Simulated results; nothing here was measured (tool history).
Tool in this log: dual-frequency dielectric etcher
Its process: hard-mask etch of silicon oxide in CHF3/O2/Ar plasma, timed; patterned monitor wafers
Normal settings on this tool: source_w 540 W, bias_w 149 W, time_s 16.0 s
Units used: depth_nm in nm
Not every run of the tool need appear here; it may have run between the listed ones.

| run | hour | source_w | bias_w | time_s | read-back reference wafer on the same gauge, depth_nm | depth_nm |
|---|---|---|---|---|---|---|
| 1 | 0.0 | 540 | 149 | 16.0 | 33.09 | 29.47 |
| 2 | 18.2 | 540 | 149 | 16.0 | 33.13 | 29.62 |
| 3 | 40.0 | 540 | 149 | 16.0 | 33.08 | 29.41 |
| 4 | 61.3 | 650 | 149 | 16.0 | 33.10 | 31.22 |
| 5 | 78.7 | 650 | 149 | 16.0 | 33.04 | 31.25 |
| 6 | 103.1 | 540 | 149 | 17.5 | 33.09 | 32.02 |
| 7 | 136.4 | 540 | 149 | 16.0 | 33.08 | 29.03 |
| 8 | 160.2 | 540 | 159 | 16.0 | 33.09 | 29.69 |
| 9 | 176.9 | 540 | 160 | 16.0 | 33.10 | 29.77 |
| 10 | 205.2 | 540 | 160 | 16.0 | 33.08 | 29.68 |
| 11 | 221.5 | 540 | 163 | 16.0 | 33.14 | 29.66 |
| 12 | 237.8 | 540 | 163 | 16.0 | 33.11 | 29.75 |
| 13 | 259.6 | 460 | 174 | 19.0 | 33.11 | 34.14 |

For run 14, what comes out?
| 14 | 287.3 | 540 | 135 | 16.0 | ? | ? |

Run 14 produced read-back reference wafer on the same gauge, depth_nm 33.12, depth_nm 27.65 nm.
With the hidden condition absent and the run-to-run variation left alone, this run would have shown depth_nm 29.07 nm.
